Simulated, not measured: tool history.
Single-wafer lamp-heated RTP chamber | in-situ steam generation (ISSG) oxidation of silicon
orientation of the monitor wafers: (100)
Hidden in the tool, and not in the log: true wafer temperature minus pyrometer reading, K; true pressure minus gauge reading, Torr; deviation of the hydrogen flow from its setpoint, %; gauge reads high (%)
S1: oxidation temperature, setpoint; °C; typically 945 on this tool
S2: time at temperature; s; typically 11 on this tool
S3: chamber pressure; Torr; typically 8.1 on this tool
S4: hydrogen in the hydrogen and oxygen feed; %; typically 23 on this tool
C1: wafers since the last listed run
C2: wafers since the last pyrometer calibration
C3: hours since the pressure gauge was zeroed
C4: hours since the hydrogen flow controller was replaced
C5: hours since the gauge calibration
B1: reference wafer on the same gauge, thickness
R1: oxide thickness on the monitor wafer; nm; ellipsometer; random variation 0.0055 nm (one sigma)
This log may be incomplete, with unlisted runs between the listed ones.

run,hour,S1,S2,S3,S4,C1,C2,C3,C4,C5,B1,R1
1,0.0,945,11,8.1,23,0,3223,5034.8,2144.9,143.7,3.679,3.720
2,22.2,945,11,8.1,23,272,3496,5057.0,2167.1,165.9,3.680,3.725
3,39.8,945,11,8.1,23,216,3712,5074.6,2184.7,183.5,3.681,3.733
4,52.6,945,11,8.1,23,157,3869,5087.4,2197.5,196.3,3.680,3.721
5,70.6,945,14,8.1,23,220,4090,5105.4,2215.5,214.3,3.680,4.073
6,101.6,945,14,8.1,23,380,4470,5136.4,2246.5,245.3,3.682,4.073
7,129.9,945,11,8.1,23,347,4818,5164.7,2274.8,273.6,3.679,3.735
8,162.1,945,11,7.2,23,395,5213,5196.9,2307.0,305.8,3.679,3.726
# hour 237.6: pyrometer window cleaned and pyrometer calibrated
# hour 240.4: hydrogen flow controller replaced
9,240.9,945,11,7.2,23,834,6,5275.7,0.5,384.6,3.681,3.699
10,275.4,935,11,8.1,23,423,429,5310.2,35.0,419.1,3.682,3.621
11,302.8,945,11,8.1,23,336,765,5337.6,62.4,446.5,3.680,3.709
12,326.9,957,11,6.9,18,295,1061,5361.7,86.5,470.6,3.679,3.571
# hour 327.7: gauge calibrated
13,348.2,945,11,8.1,23,261,1323,5383.0,107.8,20.5,3.680,3.705
14,376.4,945,11,7.0,23,346,1669,5411.2,136.0,48.7,3.679,3.703
15,402.4,945,11,8.1,23,319,1988,5437.2,162.0,74.7,3.681,3.713
16,427.5,963,9,8.1,20,308,2296,5462.3,187.1,99.8,3.681,3.472
# hour 490.8: pressure gauge zeroed
17,503.3,945,11,8.1,17,832,3128,12.5,262.9,175.6,3.681,3.450
18,530.3,945,7,8.1,23,331,3460,39.5,289.9,202.6,3.680,3.176
19,543.6,945,11,8.1,23,163,3623,52.8,303.2,215.9,3.679,3.737

Run 20 has not been measured yet. What should we expect?
20,576.9,939,11,8.1,19,408,4032,86.1,336.5,249.2,?,?

{"run 20": {"B1": 3.682, "R1": 3.506}}
Take away the tool's hidden state, keep the run-to-run variation as it was, and the same run would have given R1 3.471 nm.
